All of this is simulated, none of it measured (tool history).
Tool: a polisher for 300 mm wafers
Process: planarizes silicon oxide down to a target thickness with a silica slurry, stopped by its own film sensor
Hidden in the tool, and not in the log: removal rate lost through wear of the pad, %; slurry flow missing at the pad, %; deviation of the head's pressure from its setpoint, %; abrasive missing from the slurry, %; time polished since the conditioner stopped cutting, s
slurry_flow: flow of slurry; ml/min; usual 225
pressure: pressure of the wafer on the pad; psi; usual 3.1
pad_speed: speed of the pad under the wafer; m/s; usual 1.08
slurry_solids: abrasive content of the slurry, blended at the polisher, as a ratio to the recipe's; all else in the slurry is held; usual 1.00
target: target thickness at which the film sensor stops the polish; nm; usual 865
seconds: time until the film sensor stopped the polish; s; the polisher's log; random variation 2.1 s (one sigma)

run,hour,slurry_flow,pressure,pad_speed,slurry_solids,target,wafers since the last listed run,wafers polished on this pad,hours since the slurry nozzle was cleaned,hours since the head pressure was calibrated,hours since the slurry blender was calibrated,hours since the conditioning disc was replaced,"incoming thickness of the incoming film, nm",seconds
1,0.0,225,3.1,1.00,1.00,865,0,156,285.7,702.0,410.9,148.4,1188.3,163.7
2,35.2,225,3.1,1.00,1.00,865,210,367,320.9,737.2,446.1,183.6,1217.1,180.5
# hour 46.9: slurry blender recalibrated
3,55.7,225,3.1,1.08,1.05,865,110,477,341.4,757.7,8.8,204.1,1208.1,157.5
4,84.7,225,3.1,1.08,1.05,865,173,651,370.4,786.7,37.8,233.1,1225.0,169.1
5,99.7,225,3.5,1.08,1.00,865,89,741,385.4,801.7,52.8,248.1,1219.7,152.7
# hour 114.1: worn pad replaced by a new one
6,123.8,225,3.1,1.08,1.00,865,120,58,409.5,825.8,76.9,272.2,1216.1,166.1
7,142.5,225,3.1,1.08,1.00,865,111,170,428.2,844.5,95.6,290.9,1193.9,155.6
8,165.3,225,3.1,1.08,1.00,865,136,306,451.0,867.3,118.4,313.7,1204.6,160.1
9,186.5,225,3.1,1.08,1.20,865,126,433,472.2,888.5,139.6,334.9,1196.4,138.3
10,209.5,225,3.1,1.08,1.20,865,137,571,495.2,911.5,162.6,357.9,1206.7,144.5
11,244.5,225,3.1,1.08,1.00,865,209,780,530.2,946.5,197.6,392.9,1216.6,161.7
12,261.5,165,2.3,1.08,1.00,950,101,882,547.2,963.5,214.6,409.9,1200.6,161.0
# hour 266.1: worn pad replaced by a new one
13,278.2,255,2.5,0.86,1.00,865,76,72,563.9,980.2,231.3,426.6,1206.6,240.7
14,382.3,225,3.1,1.08,1.00,865,623,695,668.0,1084.3,335.4,530.7,1214.5,168.3
# hour 399.0: worn pad replaced by a new one
# hour 408.7: head pressure recalibrated
# hour 436.6: conditioning disc replaced and pad reconditioned
# hour 450.2: slurry blender recalibrated
# hour 453.1: slurry nozzle cleaned
15,453.6,225,3.1,1.08,1.05,865,360,284,0.5,44.9,3.4,17.0,1183.4,148.1
16,482.8,150,3.1,0.78,0.90,905,174,459,29.7,74.1,32.6,46.2,1216.7,216.0
17,515.7,225,3.1,1.08,1.00,865,196,656,62.6,107.0,65.5,79.1,1210.1,166.3
# hour 543.5: worn pad replaced by a new one
18,545.0,225,2.8,1.08,1.00,865,151,9,91.9,136.3,94.8,108.4,1191.3,168.7
19,565.3,295,3.1,0.80,1.00,865,121,130,112.2,156.6,115.1,128.7,1214.1,202.0
20,599.0,265,3.1,1.08,1.00,865,201,332,145.9,190.3,148.8,162.4,1207.1,156.5
21,631.3,275,3.1,1.08,1.00,787,193,525,178.2,222.6,181.1,194.7,1204.3,195.3
22,666.0,225,3.1,1.08,1.00,865,207,733,212.9,257.3,215.8,229.4,1219.7,170.9
23,698.6,225,3.1,1.08,1.00,865,195,928,245.5,289.9,248.4,262.0,1214.3,163.1
# hour 712.5: worn pad replaced by a new one
24,733.4,225,2.5,1.08,1.00,865,184,125,280.3,324.7,283.2,296.8,1229.1,213.1

Hidden state at the last listed run before each entry between runs and at the first one after, where it differs:
Between runs 2 and 3: slurry blender recalibrated (hour 46.9)
  no hidden state differs between the two runs
Between runs 5 and 6: worn pad replaced by a new one (hour 114.1)
  no hidden state differs between the two runs
Between runs 12 and 13: worn pad replaced by a new one (hour 266.1)
  no hidden state differs between the two runs
Between runs 14 and 15: worn pad replaced by a new one (hour 399.0); head pressure recalibrated (hour 408.7); conditioning disc replaced and pad reconditioned (hour 436.6); slurry blender recalibrated (hour 450.2); slurry nozzle cleaned (hour 453.1)
  no hidden state differs between the two runs
Between runs 17 and 18: worn pad replaced by a new one (hour 543.5)
  no hidden state differs between the two runs
Between runs 23 and 24: worn pad replaced by a new one (hour 712.5)
  no hidden state differs between the two runs

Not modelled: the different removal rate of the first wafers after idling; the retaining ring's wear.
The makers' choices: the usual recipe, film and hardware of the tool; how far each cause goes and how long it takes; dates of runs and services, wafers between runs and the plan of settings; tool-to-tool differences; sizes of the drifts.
